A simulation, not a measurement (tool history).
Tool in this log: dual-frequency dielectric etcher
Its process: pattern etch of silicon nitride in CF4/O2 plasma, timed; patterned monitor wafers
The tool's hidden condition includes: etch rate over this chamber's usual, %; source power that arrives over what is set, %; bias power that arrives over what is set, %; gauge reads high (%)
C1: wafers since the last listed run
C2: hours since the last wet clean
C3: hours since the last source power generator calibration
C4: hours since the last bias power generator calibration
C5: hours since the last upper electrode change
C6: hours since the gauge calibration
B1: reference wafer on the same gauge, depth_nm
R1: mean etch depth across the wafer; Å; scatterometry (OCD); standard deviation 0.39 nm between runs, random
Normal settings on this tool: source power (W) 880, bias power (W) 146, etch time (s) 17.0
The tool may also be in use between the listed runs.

run 1 hour=0.0 | source_power_(W)=880 bias_power_(W)=122 etch_time_(s)=17.0 | C1=0 C2=324.1 C3=1156.6 C4=913.8 C5=4135.3 C6=835.0 | B1=58.6 | R1=572
run 2 hour=60.9 | source_power_(W)=880 bias_power_(W)=122 etch_time_(s)=17.0 | C1=1192 C2=385.0 C3=1217.5 C4=974.7 C5=4196.2 C6=895.9 | B1=58.6 | R1=567
run 3 hour=129.7 | source_power_(W)=880 bias_power_(W)=146 etch_time_(s)=17.0 | C1=1347 C2=453.8 C3=1286.3 C4=1043.5 C5=4265.0 C6=964.7 | B1=58.5 | R1=580
run 4 hour=173.7 | source_power_(W)=880 bias_power_(W)=146 etch_time_(s)=19.5 | C1=861 C2=497.8 C3=1330.3 C4=1087.5 C5=4309.0 C6=1008.7 | B1=58.6 | R1=663
-- hour=217.9 wet clean of the chamber
run 5 hour=226.1 | source_power_(W)=880 bias_power_(W)=146 etch_time_(s)=17.0 | C1=556 C2=8.2 C3=1382.7 C4=1139.9 C5=4361.4 C6=1061.1 | B1=58.6 | R1=577
run 6 hour=262.5 | source_power_(W)=880 bias_power_(W)=163 etch_time_(s)=17.0 | C1=713 C2=44.6 C3=1419.1 C4=1176.3 C5=4397.8 C6=1097.5 | B1=58.5 | R1=590
run 7 hour=304.6 | source_power_(W)=880 bias_power_(W)=163 etch_time_(s)=17.0 | C1=824 C2=86.7 C3=1461.2 C4=1218.4 C5=4439.9 C6=1139.6 | B1=58.3 | R1=581
run 8 hour=372.0 | source_power_(W)=880 bias_power_(W)=146 etch_time_(s)=17.0 | C1=1320 C2=154.1 C3=1528.6 C4=1285.8 C5=4507.3 C6=1207.0 | B1=58.4 | R1=573
run 9 hour=397.5 | source_power_(W)=880 bias_power_(W)=164 etch_time_(s)=17.0 | C1=499 C2=179.6 C3=1554.1 C4=1311.3 C5=4532.8 C6=1232.5 | B1=58.5 | R1=592
run 10 hour=432.0 | source_power_(W)=880 bias_power_(W)=164 etch_time_(s)=17.0 | C1=675 C2=214.1 C3=1588.6 C4=1345.8 C5=4567.3 C6=1267.0 | B1=58.5 | R1=590
run 11 hour=462.6 | source_power_(W)=880 bias_power_(W)=164 etch_time_(s)=17.0 | C1=599 C2=244.7 C3=1619.2 C4=1376.4 C5=4597.9 C6=1297.6 | B1=58.4 | R1=584
-- hour=492.8 source power generator calibrated
run 12 hour=500.3 | source_power_(W)=880 bias_power_(W)=146 etch_time_(s)=17.0 | C1=660 C2=282.4 C3=7.5 C4=1414.1 C5=4635.6 C6=1335.3 | B1=58.7 | R1=589
run 13 hour=542.6 | source_power_(W)=880 bias_power_(W)=131 etch_time_(s)=17.0 | C1=828 C2=324.7 C3=49.8 C4=1456.4 C5=4677.9 C6=1377.6 | B1=58.5 | R1=583
run 14 hour=600.7 | source_power_(W)=880 bias_power_(W)=131 etch_time_(s)=17.0 | C1=1138 C2=382.8 C3=107.9 C4=1514.5 C5=4736.0 C6=1435.7 | B1=58.5 | R1=579
run 15 hour=685.4 | source_power_(W)=880 bias_power_(W)=146 etch_time_(s)=17.0 | C1=1659 C2=467.5 C3=192.6 C4=1599.2 C5=4820.7 C6=1520.4 | B1=58.3 | R1=593
-- hour=715.4 upper electrode replaced, of another model than before
run 16 hour=732.1 | source_power_(W)=990 bias_power_(W)=165 etch_time_(s)=12.5 | C1=444 C2=514.2 C3=239.3 C4=1645.9 C5=16.7 C6=1567.1 | B1=58.6 | R1=464
-- hour=752.9 gauge calibrated
-- hour=795.8 wet clean of the chamber
run 17 hour=796.3 | source_power_(W)=880 bias_power_(W)=146 etch_time_(s)=17.0 | C1=787 C2=0.5 C3=303.5 C4=1710.1 C5=80.9 C6=43.4 | B1=58.7 | R1=596
run 18 hour=818.0 | source_power_(W)=880 bias_power_(W)=137 etch_time_(s)=17.0 | C1=425 C2=22.2 C3=325.2 C4=1731.8 C5=102.6 C6=65.1 | B1=58.4 | R1=596
run 19 hour=887.3 | source_power_(W)=1000 bias_power_(W)=146 etch_time_(s)=22.0 | C1=1357 C2=91.5 C3=394.5 C4=1801.1 C5=171.9 C6=134.4 | B1=58.3 | R1=801
run 20 hour=952.8 | source_power_(W)=880 bias_power_(W)=146 etch_time_(s)=17.0 | C1=1283 C2=157.0 C3=460.0 C4=1866.6 C5=237.4 C6=199.9 | B1=58.7 | R1=593
run 21 hour=977.9 | source_power_(W)=1090 bias_power_(W)=178 etch_time_(s)=21.0 | C1=491 C2=182.1 C3=485.1 C4=1891.7 C5=262.5 C6=225.0 | B1=58.6 | R1=811
run 22 hour=1003.2 | source_power_(W)=880 bias_power_(W)=146 etch_time_(s)=14.0 | C1=495 C2=207.4 C3=510.4 C4=1917.0 C5=287.8 C6=250.3 | B1=58.4 | R1=490
run 23 hour=1035.6 | source_power_(W)=1010 bias_power_(W)=146 etch_time_(s)=17.0 | C1=634 C2=239.8 C3=542.8 C4=1949.4 C5=320.2 C6=282.7 | B1=58.4 | R1=630
-- hour=1062.0 bias power generator calibrated
run 24 hour=1077.1 | source_power_(W)=1010 bias_power_(W)=112 etch_time_(s)=17.0 | C1=734 C2=281.3 C3=584.3 C4=15.1 C5=361.7 C6=324.2 | B1=58.5 | R1=603
run 25 hour=1117.7 | source_power_(W)=1090 bias_power_(W)=178 etch_time_(s)=21.0 | C1=795 C2=321.9 C3=624.9 C4=55.7 C5=402.3 C6=364.8 | B1=58.4 | R1=806
run 26 hour=1149.7 | source_power_(W)=820 bias_power_(W)=114 etch_time_(s)=15.0 | C1=626 C2=353.9 C3=656.9 C4=87.7 C5=434.3 C6=396.8 | B1=58.5 | R1=500
run 27 hour=1186.7 | source_power_(W)=670 bias_power_(W)=129 etch_time_(s)=17.0 | C1=724 C2=390.9 C3=693.9 C4=124.7 C5=471.3 C6=433.8 | B1=58.3 | R1=531
-- hour=1249.0 wet clean of the chamber
run 28 hour=1249.5 | source_power_(W)=880 bias_power_(W)=165 etch_time_(s)=19.5 | C1=760 C2=0.5 C3=756.7 C4=187.5 C5=534.1 C6=496.6 | B1=58.7 | R1=687
run 29 hour=1449.4 | source_power_(W)=880 bias_power_(W)=146 etch_time_(s)=17.0 | C1=3915 C2=200.4 C3=956.6 C4=387.4 C5=734.0 C6=696.5 | B1=58.6 | R1=591

5 options for the next run, each taken on its own from the tool as it stands now. Forecast them:
run A hour=1449.8 | source_power_(W)=880 bias_power_(W)=146 etch_time_(s)=17.0 | C1=7 C2=200.8 C3=957.0 C4=387.8 C5=734.4 C6=696.9 | B1=? | R1=?
run B hour=1449.8 | source_power_(W)=880 bias_power_(W)=146 etch_time_(s)=14.5 | C1=7 C2=200.8 C3=957.0 C4=387.8 C5=734.4 C6=696.9 | B1=? | R1=?
run C hour=1449.8 | source_power_(W)=880 bias_power_(W)=166 etch_time_(s)=17.0 | C1=7 C2=200.8 C3=957.0 C4=387.8 C5=734.4 C6=696.9 | B1=? | R1=?
run D hour=1449.8 | source_power_(W)=1040 bias_power_(W)=116 etch_time_(s)=17.0 | C1=7 C2=200.8 C3=957.0 C4=387.8 C5=734.4 C6=696.9 | B1=? | R1=?
run E hour=1449.8 | source_power_(W)=770 bias_power_(W)=176 etch_time_(s)=14.0 | C1=7 C2=200.8 C3=957.0 C4=387.8 C5=734.4 C6=696.9 | B1=? | R1=?

run=A B1=58.5 R1=588
run=B B1=58.5 R1=502
run=C B1=58.5 R1=595
run=D B1=58.5 R1=615
run=E B1=58.5 R1=471
Without the tool's unlogged condition, the same runs would have read:
run=A R1=591
run=B R1=504
run=C R1=598
run=D R1=618
run=E R1=473
